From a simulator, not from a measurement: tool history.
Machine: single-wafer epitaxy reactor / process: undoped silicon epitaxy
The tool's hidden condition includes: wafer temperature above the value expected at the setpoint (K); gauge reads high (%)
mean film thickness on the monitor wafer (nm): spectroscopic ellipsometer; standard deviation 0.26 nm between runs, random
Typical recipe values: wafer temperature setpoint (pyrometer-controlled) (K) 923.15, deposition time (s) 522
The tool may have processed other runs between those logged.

run	hour	wafer temperature setpoint (pyrometer-controlled) (K)	deposition time (s)	wafers since the last listed run	hours since the last pyrometer calibration	hours since the gauge calibration	read-back reference wafer on the same gauge, thickness_nm	mean film thickness on the monitor wafer (nm)
1	0	923.15	522	0	2500.4	239.3	88.361	89.875
2	33.3	923.15	522	128	2533.7	272.6	88.408	90.415
3	96.9	923.15	522	246	2597.3	336.2	88.421	90.428
4	125.3	923.15	522	109	2625.7	364.6	88.392	90.261
5	158.1	923.15	522	126	2658.5	397.4	88.382	90.076
6	204	934.15	522	177	2704.4	443.3	88.429	110.81
# hour 253.9: gauge calibrated
7	261.4	934.15	522	222	2761.8	7.5	88.421	110.719
8	286.2	923.15	522	95	2786.6	32.3	88.397	90.519
9	318.7	923.15	522	125	2819.1	64.8	88.371	90.866
10	370.7	923.15	522	201	2871.1	116.8	88.422	90.321
11	420.9	917.15	424	194	2921.3	167	88.364	65.328
# hour 441.6: pyrometer calibrated
12	448.4	934.15	426	75	6.8	194.5	88.455	81.137
13	488.9	910.15	490	156	47.3	235	88.406	59.14
14	536.7	923.15	522	184	95.1	282.8	88.373	81.331
15	564.5	936.15	605	107	122.9	310.6	88.432	120.562
16	599.7	918.15	494	136	158.1	345.8	88.39	70.37

For each entry between runs, how does the tool's hidden state at the last listed run before it compare with that at the first listed run after it?
Between runs 6 and 7: gauge calibrated (hour 253.9)
  wafer temperature above the value expected at the setpoint (K): 5.09 -> 5.11
  the result without the hidden state subtracted from the measured one, mean film thickness on the monitor wafer (nm): +10.05 -> +10.079
Between runs 11 and 12: pyrometer calibrated (hour 441.6)
  wafer temperature above the value expected at the setpoint (K): 5.16 -> -0.853
  the result without the hidden state subtracted from the measured one, mean film thickness on the monitor wafer (nm): +6.187 -> -1.31
